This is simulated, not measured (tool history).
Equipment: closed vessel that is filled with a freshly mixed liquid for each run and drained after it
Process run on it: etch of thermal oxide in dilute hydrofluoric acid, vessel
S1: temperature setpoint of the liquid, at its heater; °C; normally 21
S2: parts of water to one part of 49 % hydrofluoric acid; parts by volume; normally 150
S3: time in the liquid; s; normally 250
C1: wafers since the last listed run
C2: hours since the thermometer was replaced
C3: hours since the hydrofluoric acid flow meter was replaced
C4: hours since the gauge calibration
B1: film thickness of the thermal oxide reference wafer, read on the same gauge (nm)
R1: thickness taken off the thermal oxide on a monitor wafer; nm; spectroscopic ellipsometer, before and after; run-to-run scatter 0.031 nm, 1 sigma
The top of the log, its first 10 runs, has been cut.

run	hour	S1	S2	S3	C1	C2	C3	C4	B1	R1
# hour 690.3: hydrofluoric acid flow meter replaced
11	770.7	21	175	250	7050	2049.2	80.4	2060.2	30.54	5.58
12	842.8	26	210	250	4883	2121.3	152.5	2132.3	30.59	5.45
# hour 856.1: thermometer replaced
13	943.8	21	150	250	6773	87.7	253.5	2233.3	30.72	6.74
14	1019.3	18.5	90	130	5113	163.2	329	2308.8	30.73	5.63
15	1093.8	21	120	250	5046	237.7	403.5	2383.3	30.81	8.78
16	1171.1	18.5	125	295	5235	315	480.8	2460.6	30.84	8.95
# hour 1352.6: gauge calibrated
17	1364.6	21	150	250	13106	508.5	674.3	12	29.92	6.66
# hour 1383.1: hydrofluoric acid flow meter replaced
18	1464.4	18	90	325	6691	608.3	81.3	111.8	29.85	13.53
19	1568.4	21	220	210	7044	712.3	185.3	215.8	29.9	3.51
20	1621.3	21	170	355	3583	765.2	238.2	268.7	29.91	8.13
21	1692.2	25.5	105	150	4802	836.1	309.1	339.6	29.93	7.1
22	1775.4	18.5	85	250	5635	919.3	392.3	422.8	29.94	11.21
23	1820.5	24.5	90	150	3054	964.4	437.4	467.9	29.93	8.12
24	1863.6	21	180	305	2919	1007.5	480.5	511	29.94	6.54
25	1906.3	21	150	250	2892	1050.2	523.2	553.7	29.95	6.57
26	1962.9	21	150	125	3833	1106.8	579.8	610.3	29.95	3.29
27	2042.9	21	150	250	5418	1186.8	659.8	690.3	29.97	6.59
28	2103.8	17	110	130	4124	1247.7	720.7	751.2	29.98	4.11
29	2161.5	21	125	250	3908	1305.4	778.4	808.9	30.01	8.16
# hour 2198.7: hydrofluoric acid flow meter replaced
30	2266.6	21	105	250	7050	1410.5	67.9	914	30.04	9.96
31	2330.2	24.5	185	160	4307	1474.1	131.5	977.6	30.06	3.78
32	2406.5	21	150	250	5168	1550.4	207.8	1053.9	30.05	6.6

5 options for the next run, each taken on its own from the tool as it stands now. Forecast them:
A	2407.2	21	150	250	47	1551.1	208.5	1054.6	?	?
B	2407.2	21	150	185	47	1551.1	208.5	1054.6	?	?
C	2407.2	21	150	165	47	1551.1	208.5	1054.6	?	?
D	2407.2	25.5	200	395	47	1551.1	208.5	1054.6	?	?
E	2407.2	21	195	250	47	1551.1	208.5	1054.6	?	?

run	B1	R1
A	30.05	6.61
B	30.05	4.89
C	30.05	4.36
D	30.05	8.8
E	30.05	4.86
With the hidden condition removed and each run's random variation left untouched, the same runs would have given:
run	R1
A	6.6
B	4.88
C	4.36
D	8.78
E	4.85

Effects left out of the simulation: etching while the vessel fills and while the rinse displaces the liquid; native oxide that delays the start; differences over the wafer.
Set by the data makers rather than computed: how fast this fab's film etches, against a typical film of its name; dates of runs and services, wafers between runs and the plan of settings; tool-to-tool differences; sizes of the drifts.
